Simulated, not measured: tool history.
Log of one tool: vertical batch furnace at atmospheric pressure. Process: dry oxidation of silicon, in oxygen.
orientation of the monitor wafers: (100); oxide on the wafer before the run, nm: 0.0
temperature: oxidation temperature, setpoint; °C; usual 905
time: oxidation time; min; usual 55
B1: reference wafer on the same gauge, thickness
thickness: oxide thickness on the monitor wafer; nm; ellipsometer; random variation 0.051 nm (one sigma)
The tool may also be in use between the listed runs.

{"run": 1, "day": 0.0, "temperature": 905, "time": 55, "B1": 21.39, "thickness": 18.58}
{"run": 2, "day": 3.429, "temperature": 905, "time": 55, "B1": 21.39, "thickness": 18.61}
{"run": 3, "day": 4.529, "temperature": 887, "time": 55, "B1": 21.4, "thickness": 15.43}
{"run": 4, "day": 5.938, "temperature": 887, "time": 55, "B1": 21.39, "thickness": 15.43}
{"run": 5, "day": 7.033, "temperature": 905, "time": 55, "B1": 21.41, "thickness": 18.68}
{"run": 6, "day": 7.633, "temperature": 905, "time": 55, "B1": 21.39, "thickness": 18.75}
{"run": 7, "day": 8.762, "temperature": 905, "time": 55, "B1": 21.39, "thickness": 18.73}
{"day": 10.317, "done": "boat lift adjusted"}
{"run": 8, "day": 10.338, "temperature": 905, "time": 55, "B1": 21.41, "thickness": 18.68}
{"run": 9, "day": 10.567, "temperature": 905, "time": 55, "B1": 21.41, "thickness": 18.67}
{"run": 10, "day": 11.283, "temperature": 912, "time": 55, "B1": 21.39, "thickness": 19.99}
{"run": 11, "day": 11.933, "temperature": 917, "time": 55, "B1": 21.41, "thickness": 21.01}
{"run": 12, "day": 12.942, "temperature": 895, "time": 42.5, "B1": 21.41, "thickness": 14.27}
{"run": 13, "day": 13.771, "temperature": 905, "time": 55, "B1": 21.4, "thickness": 18.75}
{"run": 14, "day": 15.188, "temperature": 889, "time": 55, "B1": 21.41, "thickness": 15.87}
{"run": 15, "day": 15.842, "temperature": 921, "time": 45.5, "B1": 21.4, "thickness": 19.22}
{"day": 16.704, "done": "gauge calibrated"}
{"day": 16.904, "done": "thermocouples replaced and temperature profile calibrated"}
{"run": 16, "day": 16.925, "temperature": 905, "time": 55, "B1": 21.41, "thickness": 17.91}
{"run": 17, "day": 17.796, "temperature": 892, "time": 42, "B1": 21.4, "thickness": 13.04}
{"run": 18, "day": 18.379, "temperature": 892, "time": 55, "B1": 21.38, "thickness": 15.71}
{"run": 19, "day": 19.7, "temperature": 905, "time": 55, "B1": 21.39, "thickness": 17.97}
{"run": 20, "day": 20.875, "temperature": 916, "time": 62.5, "B1": 21.38, "thickness": 21.85}
{"run": 21, "day": 21.4, "temperature": 891, "time": 74, "B1": 21.42, "thickness": 18.96}

3 ways to go on from here, each from the tool as it stands after run 21. What would each give?
{"run": "A", "day": 21.633, "temperature": 905, "time": 55, "B1": "?", "thickness": "?"}
{"run": "B", "day": 21.633, "temperature": 887, "time": 66, "B1": "?", "thickness": "?"}
{"run": "C", "day": 21.633, "temperature": 896, "time": 55, "B1": "?", "thickness": "?"}

run=A B1=21.4 thickness=17.94
run=B B1=21.4 thickness=16.81
run=C B1=21.4 thickness=16.36
Without the tool's hidden state the same runs would have given:
run=A thickness=17.82
run=B thickness=16.7
run=C thickness=16.25
